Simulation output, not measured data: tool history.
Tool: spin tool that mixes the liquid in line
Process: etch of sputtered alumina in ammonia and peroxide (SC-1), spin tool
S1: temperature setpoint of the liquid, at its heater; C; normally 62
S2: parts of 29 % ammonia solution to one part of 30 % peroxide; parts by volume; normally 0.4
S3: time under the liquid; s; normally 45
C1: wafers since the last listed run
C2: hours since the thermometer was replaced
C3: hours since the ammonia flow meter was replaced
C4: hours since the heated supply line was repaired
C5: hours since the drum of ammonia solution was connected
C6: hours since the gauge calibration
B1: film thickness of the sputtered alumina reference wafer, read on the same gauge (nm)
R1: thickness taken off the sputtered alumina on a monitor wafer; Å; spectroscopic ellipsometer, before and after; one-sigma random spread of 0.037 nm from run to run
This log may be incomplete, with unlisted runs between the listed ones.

Run 1, hour 0: usual settings; C1 0; C2 929.9; C3 704; C4 1985.7; C5 194.7; C6 451.9; B1 69.953. Result: R1 34.69 Å.
Run 2, hour 9.5: usual settings; C1 128; C2 939.4; C3 713.5; C4 1995.2; C5 204.2; C6 461.4; B1 69.991. Result: R1 34.83 Å.
At hour 12.1: ammonia flow meter replaced.
Run 3, hour 25.2: usual settings; C1 198; C2 955.1; C3 13.1; C4 2010.9; C5 219.9; C6 477.1; B1 70.039. Result: R1 34.79 Å.
At hour 34.1: new drum of ammonia solution connected.
Run 4, hour 41.2: usual settings; C1 202; C2 971.1; C3 29.1; C4 2026.9; C5 7.1; C6 493.1; B1 70.04. Result: R1 35.08 Å.
At hour 73.9: gauge calibrated.
Run 5, hour 75.4: usual settings; C1 462; C2 1005.3; C3 63.3; C4 2061.1; C5 41.3; C6 1.5; B1 69.996. Result: R1 34.32 Å.
Run 6, hour 82.7: usual settings; C1 98; C2 1012.6; C3 70.6; C4 2068.4; C5 48.6; C6 8.8; B1 70.005. Result: R1 34.68 Å.
Run 7, hour 99.5: usual settings but S1 59 C; C1 227; C2 1029.4; C3 87.4; C4 2085.2; C5 65.4; C6 25.6; B1 69.974. Result: R1 29.78 Å.
Run 8, hour 108.5: usual settings but S1 56 C, S2 0.25 parts by volume, S3 25 s; C1 121; C2 1038.4; C3 96.4; C4 2094.2; C5 74.4; C6 34.6; B1 70.003. Result: R1 13.37 Å.
Run 9, hour 123.3: usual settings but S1 70 C; C1 200; C2 1053.2; C3 111.2; C4 2109; C5 89.2; C6 49.4; B1 70.03. Result: R1 52.23 Å.
Run 10, hour 138.8: usual settings; C1 209; C2 1068.7; C3 126.7; C4 2124.5; C5 104.7; C6 64.9; B1 69.971. Result: R1 34.86 Å.
Run 11, hour 190.5: usual settings but S2 0.5 parts by volume; C1 699; C2 1120.4; C3 178.4; C4 2176.2; C5 156.4; C6 116.6; B1 69.97. Result: R1 35.79 Å.
At hour 193.5: heated supply line repaired.
Run 12, hour 198.6: usual settings but S1 69 C, S2 0.6 parts by volume, S3 55 s; C1 96; C2 1128.5; C3 186.5; C4 5.1; C5 164.5; C6 124.7; B1 69.957. Result: R1 75.51 Å.
Run 13, hour 209.2: usual settings; C1 143; C2 1139.1; C3 197.1; C4 15.7; C5 175.1; C6 135.3; B1 70.006. Result: R1 41.42 Å.
At hour 213.7: thermometer replaced.
At hour 239.3: new drum of ammonia solution connected.
Run 14, hour 240.1: usual settings but S2 0.2 parts by volume; C1 391; C2 26.4; C3 228; C4 46.6; C5 0.8; C6 166.2; B1 70.026. Result: R1 38.6 Å.
Run 15, hour 251.8: usual settings but S1 67.5 C, S3 65 s; C1 158; C2 38.1; C3 239.7; C4 58.3; C5 12.5; C6 177.9; B1 70.032. Result: R1 79.96 Å.
Run 16, hour 267.5: usual settings but S1 68.5 C; C1 212; C2 53.8; C3 255.4; C4 74; C5 28.2; C6 193.6; B1 70.002. Result: R1 58.69 Å.
Run 17, hour 278.9: usual settings but S1 57 C, S3 60 s; C1 154; C2 65.2; C3 266.8; C4 85.4; C5 39.6; C6 205; B1 70.014. Result: R1 42.64 Å.
Run 18, hour 289: usual settings but S3 35 s; C1 136; C2 75.3; C3 276.9; C4 95.5; C5 49.7; C6 215.1; B1 69.995. Result: R1 32.11 Å.
Run 19, hour 297.9: usual settings; C1 120; C2 84.2; C3 285.8; C4 104.4; C5 58.6; C6 224; B1 69.996. Result: R1 40.89 Å.
Run 20, hour 312.2: usual settings; C1 193; C2 98.5; C3 300.1; C4 118.7; C5 72.9; C6 238.3; B1 70.01. Result: R1 41.27 Å.
Run 21, hour 325.1: usual settings but S1 57.5 C, S2 0.35 parts by volume, S3 65 s; C1 174; C2 111.4; C3 313; C4 131.6; C5 85.8; C6 251.2; B1 70.015. Result: R1 46.29 Å.
Run 22, hour 341.4: usual settings but S1 69 C, S2 0.6 parts by volume, S3 55 s; C1 220; C2 127.7; C3 329.3; C4 147.9; C5 102.1; C6 267.5; B1 70.025. Result: R1 73.62 Å.
Run 23, hour 352.3: usual settings; C1 147; C2 138.6; C3 340.2; C4 158.8; C5 113; C6 278.4; B1 69.974. Result: R1 41.46 Å.
Run 24, hour 367.2: usual settings but S1 58.5 C, S2 0.45 parts by volume; C1 201; C2 153.5; C3 355.1; C4 173.7; C5 127.9; C6 293.3; B1 70.013. Result: R1 34.59 Å.

Hidden state, per run?
liquid colder than its thermometer reads (K): 0 at every run
ammonia flow above the setpoint (%): 0 at every run
ammonia solution weaker than its label (%): 0 at every run
gauge reads high (%): 0 at every run
H1: temperature lost on the way to the wafer (K)
run     H1
  1   4.36
  2   4.38
  3   4.41
  4   4.44
  5   4.51
  6   4.52
  7   4.56
  8   4.57
  9    4.6
 10   4.63
 11   4.74
 12  0.901
 13  0.923
 14  0.984
 15   1.01
 16   1.04
 17   1.06
 18   1.08
 19    1.1
 20   1.13
 21   1.15
 22   1.19
 23   1.21
 24   1.24
